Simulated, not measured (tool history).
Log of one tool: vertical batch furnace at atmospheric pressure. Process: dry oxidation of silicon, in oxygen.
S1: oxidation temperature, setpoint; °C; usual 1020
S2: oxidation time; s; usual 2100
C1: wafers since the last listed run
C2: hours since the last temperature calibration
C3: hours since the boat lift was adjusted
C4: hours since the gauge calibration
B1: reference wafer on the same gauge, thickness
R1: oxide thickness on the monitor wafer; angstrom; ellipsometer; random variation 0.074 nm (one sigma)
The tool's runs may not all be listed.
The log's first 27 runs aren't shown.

| run | day | S1 | S2 | C1 | C2 | C3 | C4 | B1 | R1 |
|---|---|---|---|---|---|---|---|---|---|
| 28 | 32.367 | 1020 | 2100 | 175 | 224.0 | 412.4 | 167.9 | 44.68 | 408.2 |
| 29 | 33.658 | 1020 | 2100 | 408 | 255.0 | 443.4 | 198.9 | 44.68 | 407.8 |
| 30 | 34.175 | 1037 | 2730 | 163 | 267.4 | 455.8 | 211.3 | 44.69 | 558.9 |
| 31 | 34.942 | 996 | 1470 | 242 | 285.8 | 474.2 | 229.7 | 44.67 | 266.8 |
| 32 | 35.592 | 1038 | 1080 | 205 | 301.4 | 489.8 | 245.3 | 44.73 | 323.4 |
| 33 | 36.658 | 1033 | 2550 | 337 | 327.0 | 515.4 | 270.9 | 44.69 | 516.7 |
| 34 | 40.488 | 1020 | 2730 | 1210 | 418.9 | 607.3 | 362.8 | 44.68 | 482.4 |
| 35 | 41.333 | 1038 | 1740 | 267 | 439.2 | 627.6 | 383.1 | 44.67 | 429.9 |
| 36 | 42.067 | 1038 | 1740 | 231 | 456.8 | 645.2 | 400.7 | 44.70 | 429.4 |
| 37 | 43.012 | 1002 | 2100 | 298 | 479.5 | 667.9 | 423.4 | 44.70 | 348.0 |

Forecast each of these 4 alternatives for the next run:
| A | 43.188 | 1020 | 2700 | 55 | 483.7 | 672.1 | 427.6 | ? | ? |
| B | 43.188 | 1009 | 1380 | 55 | 483.7 | 672.1 | 427.6 | ? | ? |
| C | 43.188 | 1006 | 2100 | 55 | 483.7 | 672.1 | 427.6 | ? | ? |
| D | 43.188 | 1013 | 2970 | 55 | 483.7 | 672.1 | 427.6 | ? | ? |

| run | B1 | R1 |
|---|---|---|
| A | 44.70 | 478.7 |
| B | 44.70 | 292.6 |
| C | 44.70 | 361.7 |
| D | 44.70 | 476.6 |
Without the tool's hidden state the same runs would have given:
| run | R1 |
|---|---|
| A | 472.6 |
| B | 289.0 |
| C | 356.9 |
| D | 470.4 |

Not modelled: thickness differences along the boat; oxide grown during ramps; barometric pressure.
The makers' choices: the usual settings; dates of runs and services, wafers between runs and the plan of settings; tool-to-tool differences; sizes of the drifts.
